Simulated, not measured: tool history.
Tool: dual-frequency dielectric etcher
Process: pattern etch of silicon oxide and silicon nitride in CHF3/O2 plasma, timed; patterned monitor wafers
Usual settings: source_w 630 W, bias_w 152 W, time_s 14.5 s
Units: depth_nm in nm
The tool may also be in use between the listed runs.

run,hour,source_w,bias_w,time_s,wafers since the last listed run,hours since the last wet clean,hours since the last source power generator calibration,hours since the last bias power generator calibration,hours since the last upper electrode change,hours since the gauge calibration,"read-back reference wafer on the same gauge, depth_nm",depth_nm
1,0,630,152,14.5,0,561.9,3566.6,3270.6,4360.8,132.3,20.8,22.73
2,15.7,630,152,14.5,284,577.6,3582.3,3286.3,4376.5,148,20.77,22.62
3,26.3,630,152,14.5,192,588.2,3592.9,3296.9,4387.1,158.6,20.83,22.95
4,42.1,570,169,14.5,286,604,3608.7,3312.7,4402.9,174.4,20.82,23.17
# hour 70.8: wet clean of the chamber
5,71.3,630,178,14.5,94,0.5,3637.9,3341.9,4432.1,203.6,20.8,22.99
6,71.7,630,160,14.5,7,0.9,3638.3,3342.3,4432.5,204,20.79,21.9
7,82.4,630,152,14.5,194,11.6,3649,3353,4443.2,214.7,20.83,21.56
8,92.9,630,152,14.5,190,22.1,3659.5,3363.5,4453.7,225.2,20.8,21.56
# hour 100.1: gauge calibrated
# hour 107: source power generator calibrated
# hour 109.5: bias power generator calibrated
9,110,630,134,14.5,192,39.2,3,0.5,4470.8,9.9,20.82,20.71
# hour 148: upper electrode replaced
10,148.5,490,118,14.5,262,77.7,41.5,39,0.5,48.4,20.79,18.46
11,148.8,630,122,14.5,5,78,41.8,39.3,0.8,48.7,20.8,20.02
12,153,630,152,14.5,76,82.2,46,43.5,5,52.9,20.8,21.86
13,166,630,164,10.5,235,95.2,59,56.5,18,65.9,20.8,16.18
14,179.1,530,121,14.5,237,108.3,72.1,69.6,31.1,79,20.82,19.1
15,194.8,510,116,16.5,284,124,87.8,85.3,46.8,94.7,20.8,21.17
16,206.7,630,152,14.5,215,135.9,99.7,97.2,58.7,106.6,20.81,21.79

Forecast each of these 4 alternatives for the next run:
A,207.1,720,152,14.5,7,136.3,100.1,97.6,59.1,107,?,?
B,207.1,520,152,14.5,7,136.3,100.1,97.6,59.1,107,?,?
C,207.1,710,137,18.5,7,136.3,100.1,97.6,59.1,107,?,?
D,207.1,630,152,19,7,136.3,100.1,97.6,59.1,107,?,?

run,"read-back reference wafer on the same gauge, depth_nm",depth_nm
A,20.81,22.58
B,20.81,20.74
C,20.81,27.59
D,20.81,28.54
Without the tool's hidden state the same runs would have given:
run,depth_nm
A,22.41
B,20.59
C,27.39
D,28.33

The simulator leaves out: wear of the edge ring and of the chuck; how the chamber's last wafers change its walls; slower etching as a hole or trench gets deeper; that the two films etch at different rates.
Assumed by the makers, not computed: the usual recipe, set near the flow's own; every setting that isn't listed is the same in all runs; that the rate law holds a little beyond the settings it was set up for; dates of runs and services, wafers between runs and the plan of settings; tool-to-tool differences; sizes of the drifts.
